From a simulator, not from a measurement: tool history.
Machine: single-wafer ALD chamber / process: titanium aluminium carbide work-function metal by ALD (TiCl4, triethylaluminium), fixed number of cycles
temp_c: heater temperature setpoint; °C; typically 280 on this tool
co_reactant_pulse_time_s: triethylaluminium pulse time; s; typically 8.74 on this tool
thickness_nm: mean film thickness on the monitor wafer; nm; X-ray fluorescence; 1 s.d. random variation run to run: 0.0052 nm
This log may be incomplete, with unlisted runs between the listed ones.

run	day	temp_c	co_reactant_pulse_time_s	wafers since the last listed run	hours since the last thermocouple change	hours since the last triethylaluminium bottle change	hours since the showerhead was replaced	hours since the gauge calibration	read-back reference wafer on the same gauge, thickness_nm	thickness_nm
1	0	280	10.49	0	1268.1	1422.5	3662.2	893.2	2.137	1.863
2	2.579	280	10.49	883	1330	1484.4	3724.1	955.1	2.141	1.861
3	5.783	280	10.49	1097	1406.9	1561.3	3801	1032	2.14	1.858
4	9.367	280	8.74	1227	1492.9	1647.3	3887	1118	2.143	1.83
# day 10.383: triethylaluminium bottle replaced
5	12.992	280	8.74	1127	1579.9	62.6	3974	1205	2.146	1.826
6	15.379	280	8.74	817	1637.2	119.9	4031.3	1262.3	2.145	1.821
7	18.221	270	8.74	973	1705.4	188.1	4099.5	1330.5	2.148	1.729
8	22.55	280	8.74	1482	1809.3	292	4203.4	1434.4	2.152	1.819
9	26.712	280	8.74	1425	1909.2	391.9	4303.3	1534.3	2.15	1.826
10	30.754	280	8.74	1384	2006.2	488.9	4400.3	1631.3	2.154	1.831
11	34.404	280	8.74	1250	2093.8	576.5	4487.9	1718.9	2.156	1.835
12	38.612	280	8.74	1441	2194.8	677.5	4588.9	1819.9	2.16	1.818
13	41.317	280	9.76	926	2259.7	742.4	4653.8	1884.8	2.16	1.861
14	44.025	280	9.76	927	2324.7	807.4	4718.8	1949.8	2.162	1.868
15	46.862	292	11.97	971	2392.8	875.5	4786.9	2017.9	2.162	2.017
16	49.129	274	5.26	776	2447.2	929.9	4841.3	2072.3	2.163	1.512
# day 49.846: gauge calibrated
17	52.971	280	8.74	1315	2539.4	1022.1	4933.5	75	2.118	1.8
18	54.512	280	8.74	528	2576.4	1059.1	4970.5	112	2.118	1.798
19	56.496	273	8.74	679	2624	1106.7	5018.1	159.6	2.121	1.734
20	59.579	284	8.74	1056	2698	1180.7	5092.1	233.6	2.12	1.836
21	62.188	280	8.74	893	2760.6	1243.3	5154.7	296.2	2.12	1.803
22	64.733	280	10.3	872	2821.7	1304.4	5215.8	357.3	2.125	1.837
23	68.458	280	8.74	1276	2911.1	1393.8	5305.2	446.7	2.127	1.803
24	71.154	280	8.74	923	2975.8	1458.5	5369.9	511.4	2.128	1.792
# day 72.733: thermocouple changed; heater temperature recalibrated
25	75.362	280	11.29	1327	63.1	1559.5	5470.9	612.4	2.13	1.861
26	78.712	280	8.74	1147	143.5	1639.9	5551.3	692.8	2.132	1.814
# day 79.275: showerhead replaced
# day 82.454: triethylaluminium bottle replaced
27	82.771	287	10.38	1161	240.9	7.6	83.9	790.2	2.13	1.917
28	85.162	280	5.76	819	298.3	65	141.3	847.6	2.134	1.599
29	87.05	272	11.32	646	343.6	110.3	186.6	892.9	2.134	1.792
30	91.438	280	8.74	1502	448.9	215.6	291.9	998.2	2.139	1.809
31	93.983	289	10.07	872	510	276.7	353	1059.3	2.139	1.937
32	97.304	270	5.55	1137	589.7	356.4	432.7	1139	2.141	1.494
33	109.321	273	8.74	4116	878.1	644.8	721.1	1427.4	2.147	1.75
34	115.15	286	8.74	1996	1018	784.7	861	1567.3	2.151	1.88

Hidden condition of the tool, last listed run before each entry between runs versus first listed run after:
From run 4 to run 5: triethylaluminium bottle replaced (day 10.383)
  gauge reads high (%): 1.08 -> 1.17
  the result without the hidden state subtracted from the measured one, thickness_nm: +0.02 -> +0.021 nm
From run 16 to run 17: gauge calibrated (day 49.846)
  gauge reads high (%): 2.08 -> -0.132
  the result without the hidden state subtracted from the measured one, thickness_nm: +0.031 -> -0.003 nm
From run 24 to run 25: thermocouple changed; heater temperature recalibrated (day 72.733)
  gauge reads high (%): 0.324 -> 0.43
  the result without the hidden state subtracted from the measured one, thickness_nm: +0.006 -> +0.007 nm
From run 26 to run 27: showerhead replaced (day 79.275); triethylaluminium bottle replaced (day 82.454)
  gauge reads high (%): 0.514 -> 0.616
  the result without the hidden state subtracted from the measured one, thickness_nm: +0.009 -> +0.012 nm

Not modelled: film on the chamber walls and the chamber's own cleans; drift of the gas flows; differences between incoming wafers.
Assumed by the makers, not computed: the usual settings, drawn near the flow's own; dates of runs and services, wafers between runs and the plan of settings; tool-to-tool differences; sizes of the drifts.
